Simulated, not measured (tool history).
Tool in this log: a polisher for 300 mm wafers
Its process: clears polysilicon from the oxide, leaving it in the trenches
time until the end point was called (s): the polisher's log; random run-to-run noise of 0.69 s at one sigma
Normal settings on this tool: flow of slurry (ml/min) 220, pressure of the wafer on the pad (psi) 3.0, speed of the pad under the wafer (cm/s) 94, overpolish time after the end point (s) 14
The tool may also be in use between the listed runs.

| run | hour | flow of slurry (ml/min) | pressure of the wafer on the pad (psi) | speed of the pad under the wafer (cm/s) | overpolish time after the end point (s) | wafers since the last listed run | wafers polished on this pad | hours since the slurry nozzle was cleaned | hours since the head pressure was calibrated | incoming thickness of the incoming film, nm | time until the end point was called (s) |
|---|---|---|---|---|---|---|---|---|---|---|---|
| 1 | 0.0 | 220 | 3.0 | 94 | 14 | 0 | 1127 | 341.2 | 136.3 | 619.7 | 53.4 |
| 2 | 61.4 | 220 | 3.0 | 94 | 14 | 520 | 1648 | 402.6 | 197.7 | 617.7 | 55.7 |
| 3 | 133.4 | 220 | 3.0 | 94 | 14 | 610 | 2258 | 474.6 | 269.7 | 625.4 | 57.3 |
|  | 177.4 | worn pad replaced by a new one |
|  | 237.1 | slurry nozzle cleaned |
| 4 | 347.5 | 220 | 3.0 | 94 | 14 | 1772 | 1433 | 110.4 | 483.8 | 615.5 | 55.1 |
| 5 | 429.4 | 220 | 3.0 | 94 | 14 | 694 | 2128 | 192.3 | 565.7 | 619.7 | 57.1 |
|  | 462.6 | worn pad replaced by a new one |
| 6 | 531.5 | 220 | 3.0 | 94 | 14 | 831 | 583 | 294.4 | 667.8 | 616.7 | 52.2 |
| 7 | 635.8 | 245 | 3.0 | 94 | 14 | 884 | 1467 | 398.7 | 772.1 | 625.1 | 53.8 |
|  | 721.5 | worn pad replaced by a new one |
|  | 730.2 | slurry nozzle cleaned |
| 8 | 740.5 | 220 | 3.0 | 74 | 14 | 845 | 152 | 10.3 | 876.8 | 625.9 | 62.5 |
|  | 811.8 | head pressure recalibrated |
| 9 | 821.1 | 220 | 3.0 | 94 | 14 | 666 | 818 | 90.9 | 9.3 | 616.5 | 52.9 |
| 10 | 878.8 | 220 | 3.0 | 94 | 14 | 489 | 1307 | 148.6 | 67.0 | 612.2 | 54.7 |
| 11 | 918.7 | 155 | 3.0 | 86 | 14 | 338 | 1646 | 188.5 | 106.9 | 617.9 | 63.0 |
|  | 963.7 | worn pad replaced by a new one |
| 12 | 964.2 | 285 | 2.7 | 68 | 18 | 351 | 3 | 234.0 | 152.4 | 618.5 | 69.8 |
| 13 | 1043.1 | 220 | 3.0 | 94 | 14 | 668 | 672 | 312.9 | 231.3 | 621.6 | 53.2 |
| 14 | 1112.7 | 170 | 2.5 | 122 | 14 | 590 | 1262 | 382.5 | 300.9 | 611.2 | 54.5 |
| 15 | 1194.4 | 280 | 3.3 | 122 | 6 | 692 | 1955 | 464.2 | 382.6 | 623.6 | 40.4 |
|  | 1215.8 | slurry nozzle cleaned |
|  | 1271.2 | worn pad replaced by a new one |
| 16 | 1280.5 | 260 | 3.0 | 94 | 14 | 687 | 78 | 64.7 | 468.7 | 607.4 | 48.2 |
| 17 | 1379.7 | 220 | 2.4 | 120 | 9 | 840 | 919 | 163.9 | 567.9 | 630.9 | 56.1 |

State the hidden condition of the tool at each of the runs:
slurry flow missing at the pad, %: 0 at every run
deviation of the head's pressure from its setpoint, %: 0 at every run
H1: removal rate lost through wear of the pad, %
| run | H1 |
|---|---|
| 1 | 6.42 |
| 2 | 9.09 |
| 3 | 12.2 |
| 4 | 7.66 |
| 5 | 11.2 |
| 6 | 3.82 |
| 7 | 8.36 |
| 8 | 1.57 |
| 9 | 5.08 |
| 10 | 7.59 |
| 11 | 9.32 |
| 12 | 1.57 |
| 13 | 5 |
| 14 | 8.03 |
| 15 | 11.6 |
| 16 | 0.58 |
| 17 | 4.89 |
